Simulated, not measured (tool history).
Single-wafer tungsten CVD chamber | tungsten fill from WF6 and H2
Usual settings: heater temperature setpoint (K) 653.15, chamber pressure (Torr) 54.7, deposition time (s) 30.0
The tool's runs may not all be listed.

run,hour,heater temperature setpoint (K),chamber pressure (Torr),deposition time (s),"read-back reference wafer on the same gauge, thickness_nm",mean film thickness on the monitor wafer (Å)
1,0.0,653.15,54.7,30.0,84.772,837.30
2,106.2,653.15,54.7,30.0,84.796,845.96
3,170.6,653.15,54.7,30.0,84.793,846.21
4,277.4,653.15,54.7,30.0,84.825,847.21
5,379.3,653.15,54.7,30.0,84.819,848.50
6,498.9,653.15,54.7,30.0,84.812,849.20
7,563.4,653.15,54.7,25.6,84.832,725.94
8,636.0,653.15,54.7,25.6,84.824,724.72
9,695.7,653.15,54.7,25.6,84.773,724.75
# hour 716.1: showerhead replaced
10,784.8,653.15,54.7,30.0,84.851,856.55
# hour 822.5: gauge calibrated
11,869.4,653.15,54.7,30.0,84.795,853.97
12,935.4,653.15,54.7,30.0,84.768,857.11
# hour 1004.4: capacitance manometer re-zeroed and calibrated
13,1028.9,653.15,54.7,25.4,84.801,710.53
14,1101.5,653.15,54.7,32.1,84.860,898.99
15,1318.3,653.15,54.7,32.1,84.808,906.57
16,1387.4,657.15,41.1,34.1,84.787,931.78
17,1447.7,653.15,54.7,26.0,84.814,736.21
18,1530.3,653.15,54.7,30.0,84.801,853.12
19,1586.8,653.15,54.7,25.6,84.806,725.78
# hour 1657.4: thermocouple changed; heater temperature recalibrated
20,1670.7,645.15,64.3,26.9,84.823,678.62
21,1709.8,653.15,54.7,30.0,84.830,850.80
22,1769.3,648.15,50.2,33.2,84.739,814.27
23,2017.8,653.15,54.7,24.5,84.768,697.57
24,2078.2,664.15,66.9,25.5,84.802,1013.51
# hour 2087.6: capacitance manometer re-zeroed and calibrated
25,2120.9,649.15,54.7,26.8,84.800,679.73
26,2177.8,653.15,54.7,30.0,84.815,837.90
27,2251.9,658.15,44.0,30.0,84.822,856.47
28,2340.7,645.15,63.4,27.4,84.805,682.20
29,2437.6,659.15,54.7,26.0,84.786,838.26
30,2518.3,653.15,47.3,28.2,84.799,748.80
31,2623.5,647.15,60.2,30.0,84.804,768.02
32,2662.0,663.15,44.3,35.1,84.748,1136.97
33,2756.0,667.15,54.7,30.0,84.765,1165.60
34,2798.9,648.15,49.6,28.4,84.789,689.27

Each row is a separate what-if for the run after 34, all from the same tool condition, not one after another. Results?
A,2799.3,666.15,54.7,30.0,?,?
B,2799.3,664.15,59.7,25.3,?,?
C,2799.3,653.15,54.7,33.1,?,?
D,2799.3,645.15,54.7,33.3,?,?

run,"read-back reference wafer on the same gauge, thickness_nm",mean film thickness on the monitor wafer (Å)
A,84.769,1142.70
B,84.769,957.61
C,84.769,943.97
D,84.769,786.35
Without the tool's hidden state the same runs would have given:
run,mean film thickness on the monitor wafer (Å)
A,1116.28
B,935.46
C,922.14
D,768.16
